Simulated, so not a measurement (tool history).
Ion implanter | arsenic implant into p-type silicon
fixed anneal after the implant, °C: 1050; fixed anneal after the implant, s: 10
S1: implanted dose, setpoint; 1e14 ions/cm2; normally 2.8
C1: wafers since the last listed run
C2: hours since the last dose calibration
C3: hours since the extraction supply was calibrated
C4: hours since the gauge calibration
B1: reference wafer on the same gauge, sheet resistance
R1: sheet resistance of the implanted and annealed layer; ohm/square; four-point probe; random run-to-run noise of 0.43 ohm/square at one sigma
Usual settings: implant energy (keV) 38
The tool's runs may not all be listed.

run 1 hour=0 | S1=2.99 implant_energy_(keV)=38 | C1=0 C2=1381.3 C3=3754.1 C4=170.7 | B1=284.05 | R1=280.6
run 2 hour=25.6 | S1=2.99 implant_energy_(keV)=38 | C1=503 C2=1406.9 C3=3779.7 C4=196.3 | B1=283.98 | R1=281.16
run 3 hour=59.7 | S1=2.99 implant_energy_(keV)=38 | C1=671 C2=1441 C3=3813.8 C4=230.4 | B1=283.96 | R1=281.26
run 4 hour=91.7 | S1=2.8 implant_energy_(keV)=41.5 | C1=629 C2=1473 C3=3845.8 C4=262.4 | B1=283.93 | R1=292.21
run 5 hour=108.3 | S1=2.8 implant_energy_(keV)=38 | C1=326 C2=1489.6 C3=3862.4 C4=279 | B1=284.17 | R1=295.58
run 6 hour=126.8 | S1=2.8 implant_energy_(keV)=38 | C1=364 C2=1508.1 C3=3880.9 C4=297.5 | B1=284.12 | R1=296.33
run 7 hour=144.4 | S1=2.8 implant_energy_(keV)=38 | C1=346 C2=1525.7 C3=3898.5 C4=315.1 | B1=284.01 | R1=295.64
run 8 hour=213.1 | S1=2.8 implant_energy_(keV)=38 | C1=1352 C2=1594.4 C3=3967.2 C4=383.8 | B1=284.04 | R1=295.72
run 9 hour=282.3 | S1=2.8 implant_energy_(keV)=27.5 | C1=1362 C2=1663.6 C3=4036.4 C4=453 | B1=284.13 | R1=309.92
run 10 hour=310.4 | S1=2.8 implant_energy_(keV)=27.5 | C1=553 C2=1691.7 C3=4064.5 C4=481.1 | B1=284.02 | R1=310.33
run 11 hour=327.4 | S1=2.8 implant_energy_(keV)=38 | C1=334 C2=1708.7 C3=4081.5 C4=498.1 | B1=284.08 | R1=296.39
run 12 hour=343 | S1=2.8 implant_energy_(keV)=38 | C1=307 C2=1724.3 C3=4097.1 C4=513.7 | B1=283.96 | R1=296.59
-- hour=397.8 Faraday cup replaced and dose calibrated
run 13 hour=421.1 | S1=2.8 implant_energy_(keV)=38 | C1=1379 C2=23.3 C3=4175.2 C4=591.8 | B1=284.13 | R1=287.76
-- hour=421.8 gauge calibrated
run 14 hour=452.9 | S1=2.34 implant_energy_(keV)=38 | C1=625 C2=55.1 C3=4207 C4=31.1 | B1=284.02 | R1=329.59
run 15 hour=483.3 | S1=3.42 implant_energy_(keV)=38 | C1=598 C2=85.5 C3=4237.4 C4=61.5 | B1=283.88 | R1=247.72
run 16 hour=500.5 | S1=2.8 implant_energy_(keV)=27.5 | C1=338 C2=102.7 C3=4254.6 C4=78.7 | B1=284.04 | R1=301.38
run 17 hour=532.8 | S1=2.8 implant_energy_(keV)=38 | C1=635 C2=135 C3=4286.9 C4=111 | B1=283.95 | R1=288.6
-- hour=549.8 extraction supply calibrated
run 18 hour=559.4 | S1=2.8 implant_energy_(keV)=38 | C1=366 C2=161.6 C3=9.6 C4=137.6 | B1=283.98 | R1=287.85
run 19 hour=578.1 | S1=2.8 implant_energy_(keV)=38 | C1=368 C2=180.3 C3=28.3 C4=156.3 | B1=283.98 | R1=288.09
run 20 hour=597.3 | S1=3.24 implant_energy_(keV)=31 | C1=377 C2=199.5 C3=47.5 C4=175.5 | B1=283.86 | R1=265.61
run 21 hour=610.7 | S1=2.8 implant_energy_(keV)=38 | C1=263 C2=212.9 C3=60.9 C4=188.9 | B1=283.89 | R1=288.22
run 22 hour=631.5 | S1=2.57 implant_energy_(keV)=41.5 | C1=409 C2=233.7 C3=81.7 C4=209.7 | B1=283.84 | R1=304.21
run 23 hour=651.4 | S1=2.51 implant_energy_(keV)=25 | C1=391 C2=253.6 C3=101.6 C4=229.6 | B1=284.14 | R1=333.3
run 24 hour=668.7 | S1=3.33 implant_energy_(keV)=47.5 | C1=340 C2=270.9 C3=118.9 C4=246.9 | B1=283.97 | R1=245.58
run 25 hour=683.9 | S1=2.4 implant_energy_(keV)=29.5 | C1=299 C2=286.1 C3=134.1 C4=262.1 | B1=283.97 | R1=335.77
run 26 hour=709.3 | S1=2.12 implant_energy_(keV)=45.5 | C1=500 C2=311.5 C3=159.5 C4=287.5 | B1=284.07 | R1=344.06
run 27 hour=743.1 | S1=3.52 implant_energy_(keV)=46.5 | C1=665 C2=345.3 C3=193.3 C4=321.3 | B1=284 | R1=236.6
run 28 hour=757.6 | S1=2.49 implant_energy_(keV)=49 | C1=285 C2=359.8 C3=207.8 C4=335.8 | B1=283.9 | R1=304
run 29 hour=781.9 | S1=2.14 implant_energy_(keV)=48.5 | C1=478 C2=384.1 C3=232.1 C4=360.1 | B1=283.88 | R1=341
run 30 hour=805.9 | S1=3.45 implant_energy_(keV)=45 | C1=472 C2=408.1 C3=256.1 C4=384.1 | B1=283.88 | R1=241.49
run 31 hour=822.4 | S1=3.37 implant_energy_(keV)=34.5 | C1=324 C2=424.6 C3=272.6 C4=400.6 | B1=283.88 | R1=256.17
run 32 hour=834.6 | S1=2.32 implant_energy_(keV)=42 | C1=240 C2=436.8 C3=284.8 C4=412.8 | B1=283.98 | R1=328.24
run 33 hour=866.2 | S1=3.12 implant_energy_(keV)=51 | C1=622 C2=468.4 C3=316.4 C4=444.4 | B1=284.06 | R1=256.37
run 34 hour=888.5 | S1=2.99 implant_energy_(keV)=38 | C1=438 C2=490.7 C3=338.7 C4=466.7 | B1=284.01 | R1=276.83
run 35 hour=917.7 | S1=2.8 implant_energy_(keV)=38 | C1=574 C2=519.9 C3=367.9 C4=495.9 | B1=284.02 | R1=290.01
run 36 hour=953.6 | S1=2.8 implant_energy_(keV)=38 | C1=706 C2=555.8 C3=403.8 C4=531.8 | B1=284.06 | R1=290.08
run 37 hour=988.8 | S1=2.51 implant_energy_(keV)=44 | C1=692 C2=591 C3=439 C4=567 | B1=284.05 | R1=308.14
run 38 hour=1018.6 | S1=3.38 implant_energy_(keV)=49.5 | C1=586 C2=620.8 C3=468.8 C4=596.8 | B1=283.99 | R1=243.14

3 options for the next run, each taken on its own from the tool as it stands now. Forecast them:
run A hour=1019 | S1=2.24 implant_energy_(keV)=38 | C1=7 C2=621.2 C3=469.2 C4=597.2 | B1=? | R1=?
run B hour=1019 | S1=3.05 implant_energy_(keV)=50 | C1=7 C2=621.2 C3=469.2 C4=597.2 | B1=? | R1=?
run C hour=1019 | S1=2.19 implant_energy_(keV)=29 | C1=7 C2=621.2 C3=469.2 C4=597.2 | B1=? | R1=?

run=A B1=284.04 R1=343.77
run=B B1=284.04 R1=262.83
run=C B1=284.04 R1=363.88
Without the tool's unlogged condition, the same runs would have read:
run=A R1=341.83
run=B R1=261.31
run=C R1=361.8

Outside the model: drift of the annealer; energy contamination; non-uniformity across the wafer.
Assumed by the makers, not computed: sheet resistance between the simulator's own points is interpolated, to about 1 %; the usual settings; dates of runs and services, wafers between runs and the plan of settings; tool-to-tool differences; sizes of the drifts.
